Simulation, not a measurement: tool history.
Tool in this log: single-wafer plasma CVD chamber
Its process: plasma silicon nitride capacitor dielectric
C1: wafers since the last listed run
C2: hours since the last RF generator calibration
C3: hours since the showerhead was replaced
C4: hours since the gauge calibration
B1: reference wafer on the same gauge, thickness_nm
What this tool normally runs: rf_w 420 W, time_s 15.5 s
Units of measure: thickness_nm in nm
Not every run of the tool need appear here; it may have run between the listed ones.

{"run": 1, "hour": 0.0, "rf_w": 420, "time_s": 15.5, "C1": 0, "C2": 1317.7, "C3": 6050.8, "C4": 727.4, "B1": 24.904, "thickness_nm": 21.086}
{"run": 2, "hour": 94.7, "rf_w": 420, "time_s": 15.5, "C1": 2345, "C2": 1412.4, "C3": 6145.5, "C4": 822.1, "B1": 24.898, "thickness_nm": 20.972}
{"run": 3, "hour": 201.1, "rf_w": 420, "time_s": 15.5, "C1": 2634, "C2": 1518.8, "C3": 6251.9, "C4": 928.5, "B1": 24.911, "thickness_nm": 21.058}
{"run": 4, "hour": 264.5, "rf_w": 420, "time_s": 15.5, "C1": 1569, "C2": 1582.2, "C3": 6315.3, "C4": 991.9, "B1": 24.897, "thickness_nm": 20.879}
{"run": 5, "hour": 328.0, "rf_w": 420, "time_s": 15.5, "C1": 1572, "C2": 1645.7, "C3": 6378.8, "C4": 1055.4, "B1": 24.899, "thickness_nm": 21.023}
{"run": 6, "hour": 382.6, "rf_w": 480, "time_s": 15.5, "C1": 1352, "C2": 1700.3, "C3": 6433.4, "C4": 1110, "B1": 24.906, "thickness_nm": 21.721}
{"run": 7, "hour": 420.0, "rf_w": 420, "time_s": 15.5, "C1": 926, "C2": 1737.7, "C3": 6470.8, "C4": 1147.4, "B1": 24.9, "thickness_nm": 20.95}
{"run": 8, "hour": 468.2, "rf_w": 420, "time_s": 15.5, "C1": 1193, "C2": 1785.9, "C3": 6519, "C4": 1195.6, "B1": 24.893, "thickness_nm": 20.989}
{"run": 9, "hour": 524.2, "rf_w": 420, "time_s": 15.5, "C1": 1386, "C2": 1841.9, "C3": 6575, "C4": 1251.6, "B1": 24.905, "thickness_nm": 20.926}
{"run": 10, "hour": 603.7, "rf_w": 420, "time_s": 15.5, "C1": 1968, "C2": 1921.4, "C3": 6654.5, "C4": 1331.1, "B1": 24.9, "thickness_nm": 20.852}
{"hour": 844.9, "done": "showerhead replaced, of another model than before"}
{"run": 11, "hour": 845.4, "rf_w": 420, "time_s": 15.5, "C1": 5787, "C2": 2163.1, "C3": 0.5, "C4": 1572.8, "B1": 24.904, "thickness_nm": 20.394}
{"run": 12, "hour": 880.6, "rf_w": 420, "time_s": 15.5, "C1": 871, "C2": 2198.3, "C3": 35.7, "C4": 1608, "B1": 24.887, "thickness_nm": 20.441}
{"run": 13, "hour": 930.6, "rf_w": 420, "time_s": 15.5, "C1": 1238, "C2": 2248.3, "C3": 85.7, "C4": 1658, "B1": 24.906, "thickness_nm": 20.378}
{"run": 14, "hour": 1020.0, "rf_w": 420, "time_s": 15.5, "C1": 2213, "C2": 2337.7, "C3": 175.1, "C4": 1747.4, "B1": 24.896, "thickness_nm": 20.465}
{"run": 15, "hour": 1110.9, "rf_w": 420, "time_s": 13.8, "C1": 2250, "C2": 2428.6, "C3": 266, "C4": 1838.3, "B1": 24.904, "thickness_nm": 18.046}
{"run": 16, "hour": 1162.5, "rf_w": 400, "time_s": 16.5, "C1": 1277, "C2": 2480.2, "C3": 317.6, "C4": 1889.9, "B1": 24.907, "thickness_nm": 21.03}
{"hour": 1233.9, "done": "RF generator calibrated"}
{"run": 17, "hour": 1251.9, "rf_w": 420, "time_s": 17.2, "C1": 2015, "C2": 18, "C3": 407, "C4": 1979.3, "B1": 24.906, "thickness_nm": 23.542}
{"run": 18, "hour": 1357.4, "rf_w": 420, "time_s": 15.5, "C1": 2612, "C2": 123.5, "C3": 512.5, "C4": 2084.8, "B1": 24.905, "thickness_nm": 21.297}
{"hour": 1395.9, "done": "gauge calibrated"}
{"run": 19, "hour": 1436.6, "rf_w": 390, "time_s": 13.5, "C1": 1961, "C2": 202.7, "C3": 591.7, "C4": 40.7, "B1": 24.911, "thickness_nm": 17.936}
{"run": 20, "hour": 1482.7, "rf_w": 420, "time_s": 18.1, "C1": 1141, "C2": 248.8, "C3": 637.8, "C4": 86.8, "B1": 24.895, "thickness_nm": 24.754}
{"run": 21, "hour": 1579.1, "rf_w": 395, "time_s": 18.2, "C1": 2387, "C2": 345.2, "C3": 734.2, "C4": 183.2, "B1": 24.902, "thickness_nm": 24.125}
{"run": 22, "hour": 1622.9, "rf_w": 370, "time_s": 14.6, "C1": 1084, "C2": 389, "C3": 778, "C4": 227, "B1": 24.883, "thickness_nm": 18.788}
{"run": 23, "hour": 1683.9, "rf_w": 420, "time_s": 15.5, "C1": 1510, "C2": 450, "C3": 839, "C4": 288, "B1": 24.899, "thickness_nm": 21.178}
{"run": 24, "hour": 1771.9, "rf_w": 490, "time_s": 15.5, "C1": 2179, "C2": 538, "C3": 927, "C4": 376, "B1": 24.891, "thickness_nm": 22.642}
{"run": 25, "hour": 1858.2, "rf_w": 420, "time_s": 15.5, "C1": 2137, "C2": 624.3, "C3": 1013.3, "C4": 462.3, "B1": 24.905, "thickness_nm": 21.103}
{"run": 26, "hour": 1906.1, "rf_w": 450, "time_s": 17.7, "C1": 1186, "C2": 672.2, "C3": 1061.2, "C4": 510.2, "B1": 24.912, "thickness_nm": 24.797}
{"run": 27, "hour": 1967.0, "rf_w": 420, "time_s": 18.5, "C1": 1508, "C2": 733.1, "C3": 1122.1, "C4": 571.1, "B1": 24.899, "thickness_nm": 25.314}
{"run": 28, "hour": 2046.7, "rf_w": 420, "time_s": 15.5, "C1": 1973, "C2": 812.8, "C3": 1201.8, "C4": 650.8, "B1": 24.912, "thickness_nm": 21.01}

Give the tool's hidden conditions for every run:
gauge reads high (%): 0 across all the runs
H1: delivered RF power above the setpoint (%)
run=1 H1=-2.84
run=2 H1=-3.25
run=3 H1=-3.74
run=4 H1=-4.05
run=5 H1=-4.37
run=6 H1=-4.66
run=7 H1=-4.86
run=8 H1=-5.13
run=9 H1=-5.45
run=10 H1=-5.92
run=11 H1=-7.47
run=12 H1=-7.71
run=13 H1=-8.06
run=14 H1=-8.71
run=15 H1=-9.39
run=16 H1=-9.79
run=17 H1=-0.229
run=18 H1=-0.253
run=19 H1=-0.294
run=20 H1=-0.326
run=21 H1=-0.416
run=22 H1=-0.467
run=23 H1=-0.547
run=24 H1=-0.684
run=25 H1=-0.842
run=26 H1=-0.939
run=27 H1=-1.07
run=28 H1=-1.27
